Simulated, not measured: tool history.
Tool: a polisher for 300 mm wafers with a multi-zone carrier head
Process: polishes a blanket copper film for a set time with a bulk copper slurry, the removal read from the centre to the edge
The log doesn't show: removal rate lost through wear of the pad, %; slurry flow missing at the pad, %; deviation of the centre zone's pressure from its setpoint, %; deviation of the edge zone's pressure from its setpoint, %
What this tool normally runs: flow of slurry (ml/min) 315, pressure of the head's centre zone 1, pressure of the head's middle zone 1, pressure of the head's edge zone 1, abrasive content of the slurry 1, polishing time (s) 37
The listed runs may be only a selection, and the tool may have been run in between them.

run	hour	flow of slurry (ml/min)	pressure of the head's centre zone	pressure of the head's middle zone	pressure of the head's edge zone	abrasive content of the slurry	polishing time (s)	wafers since the last listed run	wafers polished on this pad	hours since the slurry nozzle was cleaned	hours since the centre zone pressure was calibrated	hours since the edge zone pressure was calibrated	hours since the carrier head's membrane was replaced	incoming thickness of the incoming film, nm	film removed at the wafer's centre (angstrom)	film removed at mid-radius (angstrom)	film removed at the wafer's edge (angstrom)
1	0	315	1	1	1	1	37	0	415	537.4	767	27.9	874.5	2934.7	2229	2443	2357
2	93.3	315	1	1	1	1	37	1349	1764	630.7	860.3	121.2	967.8	2942	2206	2458	2438
3	116.6	315	1	1	1	0.95	37	337	2101	654	883.6	144.5	991.1	2921.2	2211	2430	2384
4	130.4	315	1	1	1	0.8	37	199	2301	667.8	897.4	158.3	1004.9	2896.5	2079	2308	2249
5	150.2	370	1	0.94	1	1	37	286	2587	687.6	917.2	178.1	1024.7	2902.9	2234	2365	2448
6	166.4	355	0.95	1	1	1	37	234	2822	703.8	933.4	194.3	1040.9	2943.8	2139	2496	2415
# hour 213.2: worn pad replaced by a new one
7	233.8	315	1	1	1.08	1	47	917	297	771.2	1000.8	261.7	1108.3	2910	2775	3118	3220
# hour 248.9: centre zone pressure recalibrated
# hour 294: slurry nozzle cleaned
8	325.5	315	1	1	1	1.25	37	1283	1580	31.5	76.6	353.4	1200	2962.4	2447	2571	2575
9	345	315	1	1	0.97	1	30	282	1862	51	96.1	372.9	1219.5	2892.3	1897	1943	1885
10	365.8	315	1	1	1	1	31	300	2163	71.8	116.9	393.7	1240.3	2853.7	1949	2040	2051
11	389.8	390	0.93	1	1	1	50	347	2511	95.8	140.9	417.7	1264.3	2911.8	3040	3377	3235
# hour 403.3: worn pad replaced by a new one
12	408.3	315	1	1.11	1	0.85	37	209	71	114.3	159.4	436.2	1282.8	2880.9	2166	2525	2339
13	436.6	315	1	0.9	1	1	37	409	481	142.6	187.7	464.5	1311.1	2910.5	2319	2263	2397
# hour 441.8: carrier head's membrane replaced by a new one
14	453.3	215	1	1	1	1.2	40	169	650	159.3	204.4	481.2	11.5	2884.6	2464	2608	2657
15	487.4	270	1.07	1	1	1	37	493	1143	193.4	238.5	515.3	45.6	2936.1	2331	2406	2364
16	520.2	315	1	1	1	1.3	37	474	1618	226.2	271.3	548.1	78.4	2897	2427	2630	2566
17	555.2	400	1.07	1	1	1	37	506	2124	261.2	306.3	583.1	113.4	2895.5	2437	2497	2353

Run 18 comes next. What will it give?
18	571.8	315	1.09	1.11	1	1	37	240	2364	277.8	322.9	599.7	130	2913.3	?	?	?

Run 18 came out at film removed at the wafer's centre (angstrom) 2434, film removed at mid-radius (angstrom) 2695, film removed at the wafer's edge (angstrom) 2414.
Were there no unlogged condition in the tool, this run, its random variation unchanged, would have produced film removed at the wafer's centre (angstrom) 2593, film removed at mid-radius (angstrom) 2694, film removed at the wafer's edge (angstrom) 2414.
